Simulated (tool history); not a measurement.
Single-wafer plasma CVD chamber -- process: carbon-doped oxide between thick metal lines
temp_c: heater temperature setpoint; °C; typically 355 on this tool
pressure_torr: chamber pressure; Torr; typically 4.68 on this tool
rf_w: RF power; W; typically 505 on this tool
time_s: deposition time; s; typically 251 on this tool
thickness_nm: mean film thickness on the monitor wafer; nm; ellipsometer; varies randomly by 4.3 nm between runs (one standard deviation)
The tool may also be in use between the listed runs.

run   hour  temp_c  pressure_torr  rf_w  time_s  wafers since the last listed run  hours since the last thermocouple change  hours since the last RF generator calibration  hours since the last manometer calibration  hours since the showerhead was replaced  hours since the gauge calibration  read-back reference wafer on the same gauge, thickness_nm  thickness_nm
  1      0     355           4.68   505     251                                 0                                      1041                                         1525.4                                      1404.9                                   5618.3                              299.8                                                   1354.801      1342.165
  2   42.7     355           4.68   505     230                               312                                    1083.7                                         1568.1                                      1447.6                                     5661                              342.5                                                   1357.118      1237.453
  3   99.7     355           4.68   505     230                               417                                    1140.7                                         1625.1                                      1504.6                                     5718                              399.5                                                   1357.393      1239.482
  4  169.3     355           4.68   505     230                               509                                    1210.3                                         1694.7                                      1574.2                                   5787.6                              469.1                                                   1358.084      1243.563
  5  206.4     355           4.68   505     251                               271                                    1247.4                                         1731.8                                      1611.3                                   5824.7                              506.2                                                   1358.788      1345.717
     293.5  -- gauge calibrated
  6  301.8     355           4.68   505     251                               698                                    1342.8                                         1827.2                                      1706.7                                   5920.1                                8.3                                                   1339.827      1334.715
  7  384.9     355           4.68   505     251                               608                                    1425.9                                         1910.3                                      1789.8                                   6003.2                               91.4                                                   1345.305      1330.521
     413.6  -- capacitance manometer re-zeroed and calibrated
  8  427.2     355           4.68   550     235                               251                                    1468.2                                         1952.6                                        13.6                                   6045.5                              133.7                                                   1348.617      1294.281
  9  480.1     355           4.68   425     251                               387                                    1521.1                                         2005.5                                        66.5                                   6098.4                              186.6                                                   1350.548      1258.352
 10  574.6     345           4.68   505     286                               692                                    1615.6                                           2100                                         161                                   6192.9                              281.1                                                    1354.14      1568.841
     605.4  -- showerhead replaced
 11  640.5     349           4.68   505     251                               424                                    1681.5                                         2165.9                                       226.9                                     35.1                                347                                                   1355.746       1356.82
 12  720.9     355           4.68   505     230                               588                                    1761.9                                         2246.3                                       307.3                                    115.5                              427.4                                                   1355.492      1230.515
       758  -- RF generator calibrated
     761.3  -- thermocouple changed; heater temperature recalibrated
 13    813     343           5.35   575     251                               592                                      51.7                                             55                                       399.4                                    207.6                              519.5                                                   1356.892      1472.085
     823.7  -- gauge calibrated
 14  884.1     355           4.68   440     251                               520                                     122.8                                          126.1                                       470.5                                    278.7                               60.4                                                   1345.216      1267.607
 15  961.2     347           4.22   505     251                               564                                     199.9                                          203.2                                       547.6                                    355.8                              137.5                                                   1349.604      1347.097

Each row is a separate what-if for the run after 15, all from the same tool condition, not one after another. Results?
  A  961.7     355           4.68   505     268                                 3                                     200.4                                          203.7                                       548.1                                    356.3                                138                                                          ?             ?
  B  961.7     355           4.68   505     222                                 3                                     200.4                                          203.7                                       548.1                                    356.3                                138                                                          ?             ?
  C  961.7     341           5.22   505     276                                 3                                     200.4                                          203.7                                       548.1                                    356.3                                138                                                          ?             ?
  D  961.7     355           4.68   505     297                                 3                                     200.4                                          203.7                                       548.1                                    356.3                                138                                                          ?             ?
  E  961.7     349           5.41   560     288                                 3                                     200.4                                          203.7                                       548.1                                    356.3                                138                                                          ?             ?

run  read-back reference wafer on the same gauge, thickness_nm  thickness_nm
  A                                                   1349.827      1436.977
  B                                                   1349.827      1190.829
  C                                                   1349.827      1552.677
  D                                                   1349.827      1592.158
  E                                                   1349.827      1658.221
Take away the tool's hidden state, keep each run's random variation, and the runs would have read:
run  thickness_nm
  A      1426.897
  B      1182.476
  C      1541.785
  D      1580.989
  E      1646.589
